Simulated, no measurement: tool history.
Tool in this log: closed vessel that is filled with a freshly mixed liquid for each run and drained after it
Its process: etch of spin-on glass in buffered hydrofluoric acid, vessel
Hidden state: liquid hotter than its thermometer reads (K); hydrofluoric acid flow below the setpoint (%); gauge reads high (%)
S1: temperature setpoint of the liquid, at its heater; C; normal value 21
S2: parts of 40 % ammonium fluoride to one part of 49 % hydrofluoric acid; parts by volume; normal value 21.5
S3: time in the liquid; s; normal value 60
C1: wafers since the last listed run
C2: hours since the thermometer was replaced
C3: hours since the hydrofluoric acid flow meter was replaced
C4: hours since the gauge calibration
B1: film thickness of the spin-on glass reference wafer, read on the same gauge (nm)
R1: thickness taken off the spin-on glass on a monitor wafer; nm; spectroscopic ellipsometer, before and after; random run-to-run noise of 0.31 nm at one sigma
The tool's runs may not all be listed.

run	hour	S1	S2	S3	C1	C2	C3	C4	B1	R1
1	0	21	21.5	50	0	1094.8	393	411.9	129.96	67.81
2	15.1	21	21.5	50	2081	1109.9	408.1	427	130.02	68.22
# hour 18.3: gauge calibrated
# hour 57: hydrofluoric acid flow meter replaced
3	90.3	21	21.5	50	10228	1185.1	33.3	72	129.96	68
4	123.9	21	21.5	60	4631	1218.7	66.9	105.6	129.97	81.83
5	152.5	21	21.5	60	3942	1247.3	95.5	134.2	129.96	81.66
6	168.7	21	21.5	60	2233	1263.5	111.7	150.4	129.99	81.09
7	189.3	21	24	60	2839	1284.1	132.3	171	130	75.4
8	203.9	21	24	60	2012	1298.7	146.9	185.6	130.01	75.79
9	230	21	21.5	80	3597	1324.8	173	211.7	129.95	108.95
10	265.2	21	21.5	60	4852	1360	208.2	246.9	129.98	81.28
11	279.7	21	26	60	1998	1374.5	222.7	261.4	130.02	71.5
12	298.4	21	26	60	2577	1393.2	241.4	280.1	130.02	71.55
13	312.2	21	21.5	70	1902	1407	255.2	293.9	130	94.89
14	395.6	21	14	70	11496	1490.4	338.6	377.3	129.99	143.04
# hour 424.4: gauge calibrated
15	424.5	21	21.5	60	3983	1519.3	367.5	0.1	130.04	81.5
16	442	21	14	70	2412	1536.8	385	17.6	129.95	141.8
17	470.2	21	21.5	60	3887	1565	413.2	45.8	129.99	81.49
# hour 475.1: hydrofluoric acid flow meter replaced
# hour 521.7: thermometer replaced
18	558.8	21	21.5	30	11937	37.1	83.7	134.4	129.99	40.78
19	572.7	18	21.5	90	1916	51	97.6	148.3	129.95	103.59
20	607.3	19	16.5	60	4769	85.6	132.2	182.9	129.98	92.31
21	637.2	25	23.5	30	4121	115.5	162.1	212.8	130	48.02
22	651.5	21	15	60	1971	129.8	176.4	227.1	130.02	114.08
23	677	21	21.5	60	3515	155.3	201.9	252.6	129.95	81.51
24	695.6	17	21.5	60	2563	173.9	220.5	271.2	130	65.06
25	726.2	21	21.5	60	4218	204.5	251.1	301.8	130	81.76
26	759.8	17	26.5	70	4631	238.1	284.7	335.4	129.99	65.8

What was the tool's hidden state at every run in the log?
liquid hotter than its thermometer reads (K): 0 at every run
hydrofluoric acid flow below the setpoint (%): 0 at every run
gauge reads high (%): 0 at every run
